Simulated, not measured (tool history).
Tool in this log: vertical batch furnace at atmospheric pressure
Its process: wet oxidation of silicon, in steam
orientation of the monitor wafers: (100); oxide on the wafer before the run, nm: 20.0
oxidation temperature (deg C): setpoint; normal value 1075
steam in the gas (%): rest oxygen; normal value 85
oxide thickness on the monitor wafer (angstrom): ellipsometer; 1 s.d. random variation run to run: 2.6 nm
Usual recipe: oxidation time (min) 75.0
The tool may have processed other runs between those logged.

run	day	oxidation temperature (deg C)	oxidation time (min)	steam in the gas (%)	wafers since the last listed run	hours since the last temperature calibration	hours since the steam generator was serviced	hours since the gauge calibration	read-back reference wafer on the same gauge, thickness	oxide thickness on the monitor wafer (angstrom)
1	0.000	1075	75.0	85	0	2914.6	3232.2	280.2	569.89	6782.3
2	3.675	1075	54.5	85	662	3002.8	3320.4	368.4	570.17	5693.2
3	7.812	1075	54.5	85	746	3102.1	3419.7	467.7	569.92	5695.2
4	11.642	1075	54.5	85	690	3194.0	3511.6	559.6	569.41	5642.6
5	15.879	1075	75.0	85	764	3295.7	3613.3	661.3	570.04	6758.8
6	17.750	1081	47.0	85	337	3340.6	3658.2	706.2	570.06	5372.5
# day 19.592: thermocouples replaced and temperature profile calibrated
7	21.821	1075	75.0	85	553	53.5	3755.9	803.9	569.96	6794.0
8	23.754	1085	41.5	82	348	99.9	3802.3	850.3	570.18	4942.7
9	26.012	1075	75.0	85	407	154.1	3856.5	904.5	569.96	6784.7
# day 26.429: gauge calibrated
# day 27.075: steam generator serviced
10	29.388	1075	105.5	80	428	235.1	55.5	71.0	570.10	7945.6
11	31.962	1083	45.5	79	464	296.9	117.3	132.8	569.91	5070.2
12	34.604	1075	92.5	85	476	360.3	180.7	196.2	570.06	7676.3
13	37.500	1052	75.0	76	522	429.8	250.2	265.7	570.00	5697.7
14	41.638	1065	47.0	74	746	529.1	349.5	365.0	569.96	4577.5
15	43.438	1065	47.0	74	324	572.3	392.7	408.2	569.70	4556.9

Alternative continuations, all from the tool just after run 15; predict every row:
A	43.658	1075	75.0	85	39	577.6	398.0	413.5	?	?
B	43.658	1075	75.0	75	39	577.6	398.0	413.5	?	?
C	43.658	1081	51.0	85	39	577.6	398.0	413.5	?	?

run	read-back reference wafer on the same gauge, thickness	oxide thickness on the monitor wafer (angstrom)
A	570.36	6801.1
B	570.36	6332.3
C	570.36	5598.2
Take away the tool's hidden state, keep each run's random variation, and the runs would have read:
run	oxide thickness on the monitor wafer (angstrom)
A	6801.1
B	6332.3
C	5598.2

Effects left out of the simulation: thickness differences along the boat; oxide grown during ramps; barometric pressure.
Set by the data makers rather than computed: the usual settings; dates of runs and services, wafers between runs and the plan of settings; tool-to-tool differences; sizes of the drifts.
